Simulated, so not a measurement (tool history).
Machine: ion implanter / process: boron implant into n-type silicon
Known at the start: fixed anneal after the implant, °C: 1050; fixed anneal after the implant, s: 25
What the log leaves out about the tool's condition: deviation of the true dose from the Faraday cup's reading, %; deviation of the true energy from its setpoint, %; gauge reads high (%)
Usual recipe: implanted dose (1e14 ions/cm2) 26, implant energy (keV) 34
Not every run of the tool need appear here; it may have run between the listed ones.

run	hour	implanted dose (1e14 ions/cm2)	implant energy (keV)	wafers since the last listed run	hours since the last dose calibration	hours since the extraction supply was calibrated	hours since the gauge calibration	read-back reference wafer on the same gauge, sheet resistance	sheet resistance of the implanted and annealed layer (ohm/square)
1	0	26	41	0	284.9	5110.2	729.6	45.49	47.26
2	33.1	26	41	534	318	5143.3	762.7	45.5	47.44
3	65.2	26	41	518	350.1	5175.4	794.8	45.48	47.56
4	87.4	30.54	41.5	358	372.3	5197.6	817	45.5	41.9
5	114.4	26	34	436	399.3	5224.6	844	45.54	48.76
6	143.1	26	38.5	463	428	5253.3	872.7	45.53	48.09
7	166	26	38.5	369	450.9	5276.2	895.6	45.55	48.1
8	182.5	26	34	266	467.4	5292.7	912.1	45.54	48.72
9	202.5	26	34	323	487.4	5312.7	932.1	45.51	49.22
10	227.1	26	31	397	512	5337.3	956.7	45.53	49.72
11	262	26	31	563	546.9	5372.2	991.6	45.49	50.23
12	276.3	26	31	230	561.2	5386.5	1005.9	45.47	49.58
# hour 304.3: gauge calibrated
13	355	20.66	34	1271	639.9	5465.2	50.7	45.48	59.27
14	388.6	26	34	542	673.5	5498.8	84.3	45.48	49.25
15	405.6	26	34	274	690.5	5515.8	101.3	45.52	49.34
16	432.3	26	34	431	717.2	5542.5	128	45.5	49.34
17	467.4	26	34	566	752.3	5577.6	163.1	45.46	48.97
# hour 507.3: Faraday cup replaced and dose calibrated
18	507.8	26	34	523	0.5	5618	203.5	45.49	45.67
19	526.7	26	29	305	19.4	5636.9	222.4	45.56	46.99
20	557.2	26	34	492	49.9	5667.4	252.9	45.49	45.49
21	583.3	33.43	45	421	76	5693.5	279	45.52	36.95
22	604.8	18.46	30.5	347	97.5	5715	300.5	45.5	60.54
23	635.8	26	34	500	128.5	5746	331.5	45.5	45.6
24	652.6	23.79	34	271	145.3	5762.8	348.3	45.51	48.76
# hour 666: Faraday cup replaced and dose calibrated, repeated, since the last time left the tool worse
# hour 678.4: extraction supply calibrated
25	681.9	31.28	26	214	15.9	3.5	377.6	45.51	45.32
26	712.5	33.69	34	494	46.5	34.1	408.2	45.49	40.35
27	734.2	27.99	24	350	68.2	55.8	429.9	45.54	49.24
28	759.5	33.74	26.5	408	93.5	81.1	455.2	45.51	43.05
29	787.9	29.4	39	458	121.9	109.5	483.6	45.51	42.67
30	803.3	26	34	248	137.3	124.9	499	45.5	48.02
31	820.5	30.54	41.5	277	154.5	142.1	516.2	45.46	41.78
32	840.9	33.55	27.5	329	174.9	162.5	536.6	45.53	43.19
33	858	31.94	38.5	276	192	179.6	553.7	45.51	41.19
34	892.6	26	34	558	226.6	214.2	588.3	45.55	48.26

5 options for the next run, each taken on its own from the tool as it stands now. Forecast them:
A	893	26	30	6	227	214.6	588.7	?	?
B	893	23.31	24	6	227	214.6	588.7	?	?
C	893	30.42	29	6	227	214.6	588.7	?	?
D	893	33.37	28	6	227	214.6	588.7	?	?
E	893	29.67	34	6	227	214.6	588.7	?	?

run	read-back reference wafer on the same gauge, sheet resistance	sheet resistance of the implanted and annealed layer (ohm/square)
A	45.48	49.31
B	45.48	55.59
C	45.48	44.84
D	45.48	43.03
E	45.48	44
Stripped of hidden state, with their random variation kept, the same runs would have yielded:
run	sheet resistance of the implanted and annealed layer (ohm/square)
A	48.56
B	54.74
C	44.27
D	42.56
E	43.36

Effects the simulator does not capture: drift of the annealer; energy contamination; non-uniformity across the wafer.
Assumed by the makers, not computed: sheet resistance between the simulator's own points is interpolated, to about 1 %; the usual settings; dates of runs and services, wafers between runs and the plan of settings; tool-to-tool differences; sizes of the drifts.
